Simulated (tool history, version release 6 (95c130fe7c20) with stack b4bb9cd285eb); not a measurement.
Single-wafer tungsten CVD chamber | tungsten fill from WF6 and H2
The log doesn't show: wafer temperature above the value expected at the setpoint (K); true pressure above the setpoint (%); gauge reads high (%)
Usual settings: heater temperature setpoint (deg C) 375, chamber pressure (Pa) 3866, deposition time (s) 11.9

run	hour	heater temperature setpoint (deg C)	chamber pressure (Pa)	deposition time (s)	wafers since the last listed run	hours since the last thermocouple change	hours since the last manometer calibration	hours since the showerhead was replaced	hours since the gauge calibration	read-back reference wafer on the same gauge, thickness_nm	mean film thickness on the monitor wafer (nm)
1	0.0	375	3866	11.9	0	1654.3	2795.3	7922.8	189.2	23.926	20.200
# hour 3.3: gauge calibrated
2	16.2	375	3866	11.9	520	1670.5	2811.5	7939.0	12.9	23.913	20.154
3	32.0	375	3866	11.9	507	1686.3	2827.3	7954.8	28.7	23.927	20.162
4	41.0	375	3866	11.9	289	1695.3	2836.3	7963.8	37.7	23.880	20.104
5	83.1	375	3866	11.9	1352	1737.4	2878.4	8005.9	79.8	23.887	19.938
# hour 95.1: thermocouple changed; heater temperature recalibrated
# hour 100.8: showerhead replaced
6	101.3	375	3106	11.9	143	6.2	2896.6	0.5	98.0	23.874	19.727
7	113.3	375	3106	11.9	385	18.2	2908.6	12.5	110.0	23.877	19.562
8	121.6	375	3266	11.9	266	26.5	2916.9	20.8	118.3	23.916	20.251
9	138.5	375	3266	11.9	542	43.4	2933.8	37.7	135.2	23.929	20.241
10	146.4	375	3266	11.9	253	51.3	2941.7	45.6	143.1	23.886	20.190
# hour 152.4: gauge calibrated
# hour 163.5: capacitance manometer re-zeroed and calibrated
11	164.0	375	3866	11.9	308	68.9	0.5	63.2	11.6	23.920	22.031
12	175.7	390	3866	11.9	375	80.6	12.2	74.9	23.3	23.932	30.210
13	182.3	366	3586	9.7	211	87.2	18.8	81.5	29.9	23.896	14.158
14	188.9	375	3866	11.9	211	93.8	25.4	88.1	36.5	23.902	21.985
15	201.2	370	4640	11.9	395	106.1	37.7	100.4	48.8	23.917	21.608
16	214.3	367	3053	13.6	420	119.2	50.8	113.5	61.9	23.946	18.529
17	226.1	375	3266	11.9	378	131.0	62.6	125.3	73.7	23.888	20.060
18	232.2	363	3533	13.3	195	137.1	68.7	131.4	79.8	23.884	17.908
19	248.9	371	3040	11.9	536	153.8	85.4	148.1	96.5	23.907	17.720
20	262.8	385	3466	13.6	446	167.7	99.3	162.0	110.4	23.945	29.062

The same runs without the tool's hidden state, with the same run-to-run variation:
run	mean film thickness on the monitor wafer (nm)
1	22.949
2	22.924
3	22.959
4	22.907
5	22.786
6	20.493
7	20.338
8	21.067
9	21.081
10	21.040
11	22.987
12	31.456
13	14.818
14	22.978
15	22.633
16	19.435
17	21.020
18	18.820
19	18.617
20	30.464
